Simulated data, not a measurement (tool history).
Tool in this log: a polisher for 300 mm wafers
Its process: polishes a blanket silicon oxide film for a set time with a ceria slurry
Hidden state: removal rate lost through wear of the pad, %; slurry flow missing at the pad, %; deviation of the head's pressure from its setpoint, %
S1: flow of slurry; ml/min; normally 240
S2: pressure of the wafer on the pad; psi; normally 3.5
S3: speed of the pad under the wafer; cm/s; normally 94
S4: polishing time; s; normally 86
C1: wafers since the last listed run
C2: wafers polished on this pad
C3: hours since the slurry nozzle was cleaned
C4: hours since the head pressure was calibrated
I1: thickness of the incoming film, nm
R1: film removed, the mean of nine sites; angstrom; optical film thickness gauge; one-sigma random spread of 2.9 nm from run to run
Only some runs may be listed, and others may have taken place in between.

| run | hour | S1 | S2 | S3 | S4 | C1 | C2 | C3 | C4 | I1 | R1 |
|---|---|---|---|---|---|---|---|---|---|---|---|
| 1 | 0 | 240 | 3.5 | 94 | 86 | 0 | 2477 | 650.8 | 840.1 | 1716.7 | 4106 |
|  | 45.1 | head pressure recalibrated |
| 2 | 45.6 | 240 | 3.5 | 94 | 86 | 326 | 2803 | 696.4 | 0.5 | 1773.9 | 3926 |
| 3 | 86.9 | 240 | 3.5 | 118 | 86 | 308 | 3112 | 737.7 | 41.8 | 1770.5 | 4858 |
|  | 112.1 | slurry nozzle cleaned |
| 4 | 190.8 | 240 | 3.5 | 118 | 86 | 769 | 3881 | 78.7 | 145.7 | 1725.4 | 5425 |
| 5 | 229.6 | 240 | 3.5 | 118 | 86 | 290 | 4171 | 117.5 | 184.5 | 1724.8 | 5402 |
| 6 | 289.1 | 240 | 3.5 | 94 | 95 | 444 | 4616 | 177 | 244 | 1761 | 4728 |
| 7 | 359.6 | 240 | 3.5 | 94 | 86 | 527 | 5143 | 247.5 | 314.5 | 1735.2 | 4259 |
|  | 397.6 | worn pad replaced by a new one |
| 8 | 454.4 | 185 | 3.5 | 94 | 97 | 678 | 424 | 342.3 | 409.3 | 1705.3 | 4530 |
| 9 | 546.7 | 185 | 3.5 | 94 | 97 | 690 | 1114 | 434.6 | 501.6 | 1746.3 | 4552 |
| 10 | 590.3 | 240 | 3.5 | 94 | 86 | 326 | 1440 | 478.2 | 545.2 | 1720.8 | 4183 |
| 11 | 646.9 | 240 | 3.5 | 94 | 86 | 423 | 1864 | 534.8 | 601.8 | 1759 | 4215 |
| 12 | 742.6 | 240 | 3.5 | 94 | 86 | 715 | 2579 | 630.5 | 697.5 | 1715.7 | 4103 |
| 13 | 812.5 | 240 | 3.5 | 94 | 86 | 522 | 3102 | 700.4 | 767.4 | 1775.9 | 4078 |
|  | 856.4 | head pressure recalibrated |
| 14 | 874.5 | 240 | 3.5 | 94 | 86 | 448 | 3550 | 762.4 | 18.1 | 1716.5 | 3987 |
|  | 889.3 | slurry nozzle cleaned |
| 15 | 932.5 | 240 | 3.5 | 94 | 86 | 426 | 3977 | 43.2 | 76.1 | 1739.9 | 4281 |
| 16 | 1019.5 | 280 | 3 | 94 | 112 | 650 | 4627 | 130.2 | 163.1 | 1729.7 | 4740 |
| 17 | 1072.5 | 190 | 3.5 | 94 | 67 | 396 | 5023 | 183.2 | 216.1 | 1740.2 | 3147 |
| 18 | 1128.6 | 240 | 4.5 | 76 | 100 | 419 | 5443 | 239.3 | 272.2 | 1754 | 5071 |
|  | 1173.4 | worn pad replaced by a new one |
| 19 | 1224.9 | 220 | 3.5 | 80 | 86 | 690 | 385 | 335.6 | 368.5 | 1761.1 | 3461 |
| 20 | 1290.7 | 325 | 4.1 | 94 | 86 | 491 | 877 | 401.4 | 434.3 | 1741.8 | 5090 |
| 21 | 1370 | 315 | 4 | 114 | 64 | 592 | 1470 | 480.7 | 513.6 | 1733.2 | 4441 |
| 22 | 1462.4 | 180 | 3.5 | 124 | 86 | 690 | 2161 | 573.1 | 606 | 1746.1 | 4957 |
|  | 1518.1 | slurry nozzle cleaned |
| 23 | 1559.2 | 240 | 3.5 | 94 | 86 | 716 | 2877 | 41.1 | 702.8 | 1767.1 | 4457 |
| 24 | 1600.4 | 240 | 3.5 | 94 | 86 | 308 | 3185 | 82.3 | 744 | 1754.1 | 4381 |
|  | 1654.4 | head pressure recalibrated |
|  | 1851 | worn pad replaced by a new one |
| 25 | 1904.3 | 305 | 3.5 | 94 | 106 | 2227 | 398 | 386.2 | 249.9 | 1754.2 | 5302 |
| 26 | 1963.7 | 240 | 4.5 | 94 | 86 | 444 | 842 | 445.6 | 309.3 | 1731.6 | 5307 |
| 27 | 2010 | 320 | 3.5 | 94 | 62 | 346 | 1188 | 491.9 | 355.6 | 1729.7 | 3118 |
| 28 | 2098.9 | 240 | 3.5 | 94 | 86 | 664 | 1853 | 580.8 | 444.5 | 1739 | 4122 |
|  | 2151.3 | slurry nozzle cleaned |
| 29 | 2201.4 | 240 | 2.8 | 94 | 69 | 758 | 2612 | 50.1 | 547 | 1752.3 | 2812 |
| 30 | 2429.4 | 295 | 3.5 | 118 | 60 | 1704 | 4316 | 278.1 | 775 | 1713.9 | 3940 |
|  | 2494.2 | head pressure recalibrated |
| 31 | 2511.5 | 240 | 3.5 | 122 | 86 | 598 | 4915 | 360.2 | 17.3 | 1750.7 | 5403 |
|  | 2600.2 | worn pad replaced by a new one |
| 32 | 2601.9 | 240 | 2.8 | 94 | 94 | 646 | 12 | 450.6 | 107.7 | 1732.9 | 3653 |
| 33 | 2693.5 | 240 | 3.5 | 124 | 86 | 684 | 697 | 542.2 | 199.3 | 1731.8 | 5410 |
| 34 | 2735.4 | 240 | 4.6 | 104 | 86 | 313 | 1010 | 584.1 | 241.2 | 1741.1 | 5924 |
| 35 | 2811.2 | 320 | 2.4 | 66 | 86 | 566 | 1577 | 659.9 | 317 | 1762.7 | 2058 |
| 36 | 2915 | 240 | 2.9 | 70 | 65 | 776 | 2353 | 763.7 | 420.8 | 1736.9 | 1847 |
|  | 2954 | slurry nozzle cleaned |
| 37 | 2969.1 | 240 | 3.5 | 94 | 86 | 397 | 2750 | 15.1 | 474.9 | 1729.4 | 4331 |

State the hidden condition of the tool at each of the runs:
removal rate lost through wear of the pad, %: 0 at every run
H1: slurry flow missing at the pad, %
H2: deviation of the head's pressure from its setpoint, %
| run | H1 | H2 |
|---|---|---|
| 1 | 41.1 | 3.86 |
| 2 | 43.7 | -0.00883 |
| 3 | 46.1 | 0.0013 |
| 4 | 4.79 | 0.114 |
| 5 | 7.01 | 0.189 |
| 6 | 10.4 | 0.336 |
| 7 | 14.5 | 0.565 |
| 8 | 19.9 | 0.963 |
| 9 | 25.2 | 1.45 |
| 10 | 27.7 | 1.72 |
| 11 | 30.9 | 2.09 |
| 12 | 36.4 | 2.81 |
| 13 | 40.4 | 3.41 |
| 14 | 43.9 | 0.161 |
| 15 | 11.8 | 0.193 |
| 16 | 16.7 | 0.314 |
| 17 | 19.8 | 0.43 |
| 18 | 23 | 0.589 |
| 19 | 28.5 | 0.947 |
| 20 | 32.3 | 1.25 |
| 21 | 36.8 | 1.69 |
| 22 | 42.1 | 2.29 |
| 23 | 4.87 | 3.02 |
| 24 | 7.23 | 3.37 |
| 25 | 24.6 | 0.247 |
| 26 | 28 | 0.44 |
| 27 | 30.7 | 0.619 |
| 28 | 35.8 | 1.03 |
| 29 | 2.95 | 1.62 |
| 30 | 16 | 3.37 |
| 31 | 20.7 | -0.0906 |
| 32 | 25.9 | -0.0251 |
| 33 | 31.1 | 0.138 |
| 34 | 33.5 | 0.245 |
| 35 | 37.9 | 0.49 |
| 36 | 43.8 | 0.935 |
| 37 | 4.29 | 1.22 |
